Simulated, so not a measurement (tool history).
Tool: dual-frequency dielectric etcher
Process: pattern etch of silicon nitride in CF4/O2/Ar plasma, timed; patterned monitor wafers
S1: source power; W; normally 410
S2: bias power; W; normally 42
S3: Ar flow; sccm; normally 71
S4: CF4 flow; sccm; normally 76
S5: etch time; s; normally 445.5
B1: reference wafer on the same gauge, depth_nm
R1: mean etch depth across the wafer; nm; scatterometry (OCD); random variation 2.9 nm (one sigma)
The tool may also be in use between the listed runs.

run	hour	S1	S2	S3	S4	S5	B1	R1
1	0.0	410	42	71	76	392.5	662.3	555.1
2	52.3	410	42	71	76	392.5	662.0	556.5
# hour 89.2: bias power generator calibrated
3	113.3	410	42	71	76	445.5	663.0	623.9
# hour 136.3: CF4 flow controller replaced
# hour 142.2: source power generator calibrated
# hour 152.8: wet clean of the chamber
4	158.3	410	42	71	76	445.5	663.4	650.6
5	203.3	410	42	71	76	445.5	663.9	650.7
6	258.4	470	42	71	76	445.5	663.1	705.9
7	290.0	470	42	71	76	445.5	664.0	702.0
# hour 355.5: upper electrode replaced
8	356.0	410	42	71	76	445.5	663.2	650.1
# hour 465.1: wet clean of the chamber
9	484.3	470	50	71	91	394.5	662.0	671.5
# hour 504.7: gauge calibrated
10	521.5	410	33	71	76	445.5	661.4	607.0
11	588.8	410	42	71	76	445.5	663.7	642.7
# hour 601.4: Ar flow controller replaced
12	619.7	380	42	71	76	445.5	663.0	617.3
13	662.8	500	35	71	76	445.5	662.5	704.9
14	688.9	410	42	71	76	445.5	662.9	645.0
15	823.7	410	42	71	76	503.0	662.9	721.4
# hour 867.1: wet clean of the chamber
16	867.6	460	42	71	92	445.5	662.7	705.2
17	915.1	410	42	71	76	402.0	663.0	582.4
18	953.5	410	42	71	76	445.5	664.3	641.4
19	1003.1	410	42	71	76	445.5	662.3	642.1
20	1120.9	410	42	85	93	445.5	662.8	644.9
21	1154.0	410	42	71	76	383.0	662.4	550.5

What if the next run were any one of these 4? Each begins from the tool's condition after run 21:
A	1154.5	410	42	86	76	445.5	?	?
B	1154.5	410	36	63	66	391.5	?	?
C	1154.5	410	42	81	81	445.5	?	?
D	1154.5	410	42	71	68	373.0	?	?

run	B1	R1
A	664.1	629.7
B	664.1	540.2
C	664.1	638.3
D	664.1	531.5
The same runs, with their run-to-run variation unchanged, on a tool lacking any hidden condition would have given:
run	R1
A	636.2
B	545.7
C	644.8
D	536.9
